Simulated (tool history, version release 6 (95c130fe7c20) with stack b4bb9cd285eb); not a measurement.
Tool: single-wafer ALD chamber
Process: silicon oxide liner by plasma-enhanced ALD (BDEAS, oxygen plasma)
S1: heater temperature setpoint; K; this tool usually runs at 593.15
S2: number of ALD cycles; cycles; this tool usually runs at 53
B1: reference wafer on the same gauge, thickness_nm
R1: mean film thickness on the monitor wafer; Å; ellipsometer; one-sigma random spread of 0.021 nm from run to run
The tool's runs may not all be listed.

run	hour	S1	S2	B1	R1
1	0	593.15	53	4.728	42.78
2	33.7	598.15	53	4.732	42.38
3	178.8	598.15	53	4.725	42.71
4	343.6	598.15	53	4.73	42.22
5	395.3	593.15	53	4.739	43.13
6	421.3	593.15	47	4.725	38.32
# hour 442.7: thermocouple changed; heater temperature recalibrated
7	606.9	593.15	47	4.72	37.64
8	642.7	602.15	53	4.728	42.56
9	713.9	602.15	53	4.729	42.47
10	756.3	602.15	53	4.74	42.5
11	807.4	593.15	49	4.73	39.81
12	949.3	593.15	49	4.728	40.02
13	988.1	596.15	53	4.729	42.44
14	1032.8	596.15	53	4.736	42.77
15	1096.3	596.15	53	4.731	42.93
16	1158.9	587.15	53	4.736	43.26
17	1196.6	587.15	53	4.729	43.17
18	1229.9	593.15	53	4.724	42.7
19	1289.3	593.15	53	4.729	43.02
20	1353.2	593.15	53	4.738	42.97
# hour 1418.8: gauge calibrated
21	1494.4	607.15	63	4.73	50.31
22	1549.3	600.15	46	4.735	36.75
23	1600.3	600.15	45	4.736	36.33
24	1629.1	600.15	53	4.729	42.33
25	1654.9	581.15	47	4.735	38.77
26	1702.1	582.15	49	4.742	40.56
27	1766.9	605.15	62	4.734	49.29
28	1826.1	587.15	44	4.728	35.94
# hour 1849.7: thermocouple changed; heater temperature recalibrated
29	1932.3	593.15	59	4.73	47.97
30	1989.7	593.15	43	4.728	34.65
31	2038.5	593.15	53	4.736	43.23
32	2082.8	601.15	48	4.727	38.48
33	2148	605.15	46	4.737	36.33
34	2212.4	593.15	53	4.73	43.2
35	2252.1	586.15	44	4.74	35.73
36	2279.5	606.15	45	4.738	36.07
37	2316.4	584.15	48	4.729	39.09
38	2355.1	593.15	53	4.724	42.9
39	2389.4	593.15	48	4.738	38.83

What if the next run were any one of these 3? Each begins from the tool's condition after run 39:
A	2389.9	593.15	46	?	?
B	2389.9	604.15	63	?	?
C	2389.9	584.15	57	?	?

run	B1	R1
A	4.722	37.23
B	4.722	50.28
C	4.722	46.66
Without the tool's hidden state the same runs would have given:
run	R1
A	37.23
B	50.28
C	46.66

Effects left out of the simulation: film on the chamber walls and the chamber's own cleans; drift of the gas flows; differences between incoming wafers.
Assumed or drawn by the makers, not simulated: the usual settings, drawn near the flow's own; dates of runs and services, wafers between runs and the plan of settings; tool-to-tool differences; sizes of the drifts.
